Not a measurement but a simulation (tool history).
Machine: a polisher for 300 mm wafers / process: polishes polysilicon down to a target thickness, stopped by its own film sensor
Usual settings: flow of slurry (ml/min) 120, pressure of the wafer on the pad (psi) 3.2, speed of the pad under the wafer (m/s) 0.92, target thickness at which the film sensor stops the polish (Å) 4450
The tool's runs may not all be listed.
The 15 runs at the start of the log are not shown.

run   hour  flow of slurry (ml/min)  pressure of the wafer on the pad (psi)  speed of the pad under the wafer (m/s)  target thickness at which the film sensor stops the polish (Å)  incoming thickness of the incoming film, nm  time until the film sensor stopped the polish (s)
 16  198.5                      145                                     3.2                                    0.92                                                            4450                                       1179.2                                              103.9
 17  211.1                      120                                     3.2                                    0.92                                                            4450                                       1158.1                                              104.1
 18  219.4                      140                                     2.8                                    0.92                                                            5450                                       1160.9                                              100.6
 19    232                      155                                     4.2                                    0.92                                                            4450                                       1163.3                                               76.6
 20  243.2                      120                                     3.2                                    0.92                                                            4450                                       1155.3                                              105.8
     257.1  -- worn pad replaced by a new one
 21  257.9                       90                                     3.2                                    0.92                                                            4450                                         1157                                              114.7
     293.3  -- slurry nozzle cleaned
 22  293.8                      100                                     2.5                                    0.92                                                            4450                                       1178.4                                              127.9
 23  304.6                      120                                     3.2                                    1.22                                                            4450                                       1189.6                                               79.1
 24  322.1                      120                                     3.2                                    0.92                                                            4450                                       1187.8                                              100.6
 25  339.9                      120                                     3.2                                    0.76                                                            5150                                       1162.7                                              102.9
 26  346.1                      120                                     3.2                                    0.92                                                            4450                                       1150.1                                               96.7
 27  353.5                      150                                     2.5                                    1.06                                                            4450                                       1175.4                                                107
 28  371.5                      100                                     3.2                                    0.92                                                            4450                                       1175.1                                              104.3
     393.6  -- worn pad replaced by a new one
 29  408.3                      120                                     3.2                                    0.92                                                            2300                                       1160.3                                              129.1
 30  418.9                      120                                     3.2                                    0.92                                                            4450                                       1167.7                                              102.1
 31  434.3                      120                                     3.2                                    0.92                                                            2880                                       1170.7                                              124.2
 32  450.1                      105                                     3.2                                    0.92                                                            2160                                       1181.7                                              139.7
 33  456.3                      155                                     4.2                                    0.92                                                            4450                                       1177.7                                               74.1
 34  469.9                      160                                     3.2                                    0.82                                                            3350                                       1162.9                                                121
 35  486.1                      130                                     2.7                                     0.7                                                            4450                                       1168.6                                              148.7
 36  500.2                      100                                     3.2                                    1.24                                                            6260                                       1172.3                                               62.2
 37  517.9                      120                                     2.7                                    0.92                                                            4450                                       1161.6                                              120.3

Below are 4 alternative next runs, each starting from the tool's condition after run 37. Predict each:
  A  518.3                      120                                     3.2                                    0.72                                                            4450                                       1165.1                                                  ?
  B  518.3                      120                                     3.2                                    0.92                                                            6560                                       1165.1                                                  ?
  C  518.3                      120                                     4.1                                    0.92                                                            5300                                       1165.1                                                  ?
  D  518.3                      140                                     4.2                                    0.92                                                            4450                                       1165.1                                                  ?

run  time until the film sensor stopped the polish (s)
  A                                              125.7
  B                                               72.7
  C                                               71.4
  D                                               76.8
Had the tool no hidden state, the same runs would have come out as:
run  time until the film sensor stopped the polish (s)
  A                                              119.2
  B                                               68.9
  C                                               67.7
  D                                               73.2
